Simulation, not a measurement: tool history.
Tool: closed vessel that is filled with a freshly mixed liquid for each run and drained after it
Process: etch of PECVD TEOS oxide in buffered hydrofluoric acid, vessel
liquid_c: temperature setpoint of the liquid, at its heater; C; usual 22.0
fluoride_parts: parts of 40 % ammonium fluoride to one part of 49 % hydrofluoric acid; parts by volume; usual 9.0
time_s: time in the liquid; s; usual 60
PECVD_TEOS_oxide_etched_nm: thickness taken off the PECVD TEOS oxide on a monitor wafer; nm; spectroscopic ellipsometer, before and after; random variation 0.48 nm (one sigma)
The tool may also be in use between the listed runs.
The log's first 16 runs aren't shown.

run   hour  liquid_c  fluoride_parts  time_s  read-back film thickness of the PECVD TEOS oxide reference wafer, read on the same gauge (nm)  PECVD_TEOS_oxide_etched_nm
 17  402.3      25.0             6.5      60                                                                                         120.04                      156.35
 18  431.2      22.0             9.0      60                                                                                         119.98                       94.69
 19  449.0      23.5             6.0      60                                                                                         120.00                      154.71
 20  472.3      17.5             8.0      60                                                                                         120.00                       83.41
 21  492.9      22.0            12.0      30                                                                                         119.99                       37.15
 22  522.1      19.5             9.0      30                                                                                         120.01                       41.36
 23  535.7      24.0            11.5      95                                                                                         119.98                      136.46
 24  549.9      17.0            11.5      40                                                                                         119.97                       38.64
 25  580.8      18.0            10.5      35                                                                                         119.97                       40.04
 26  597.4      22.0             9.0      60                                                                                         120.00                       95.05
 27  615.4      22.0             7.5      70                                                                                         119.99                      135.47
 28  651.3      22.0             9.0      60                                                                                         119.99                       95.41
 29  684.1      20.5            11.5      60                                                                                         119.99                       71.71
 30  698.7      22.0             9.0      60                                                                                         120.02                       95.60
 31  711.2      26.5            10.5      75                                                                                         119.99                      135.11
 32  733.0      22.0             9.0      60                                                                                         119.99                       96.08

5 ways to go on from here, each from the tool as it stands after run 32. What would each give?
  A  733.7      22.0             9.0      60                                                                                              ?                           ?
  B  733.7      22.0             7.0      95                                                                                              ?                           ?
  C  733.7      25.0             9.0      60                                                                                              ?                           ?
  D  733.7      27.0             9.0      90                                                                                              ?                           ?
  E  733.7      17.5             9.0      30                                                                                              ?                           ?

run  read-back film thickness of the PECVD TEOS oxide reference wafer, read on the same gauge (nm)  PECVD_TEOS_oxide_etched_nm
  A                                                                                         119.99                       95.79
  B                                                                                         119.99                      199.08
  C                                                                                         119.99                      112.82
  D                                                                                         119.99                      188.40
  E                                                                                         119.99                       37.24
Without the tool's hidden state the same runs would have given:
run  PECVD_TEOS_oxide_etched_nm
  A                       93.95
  B                      195.28
  C                      110.70
  D                      184.91
  E                       36.50
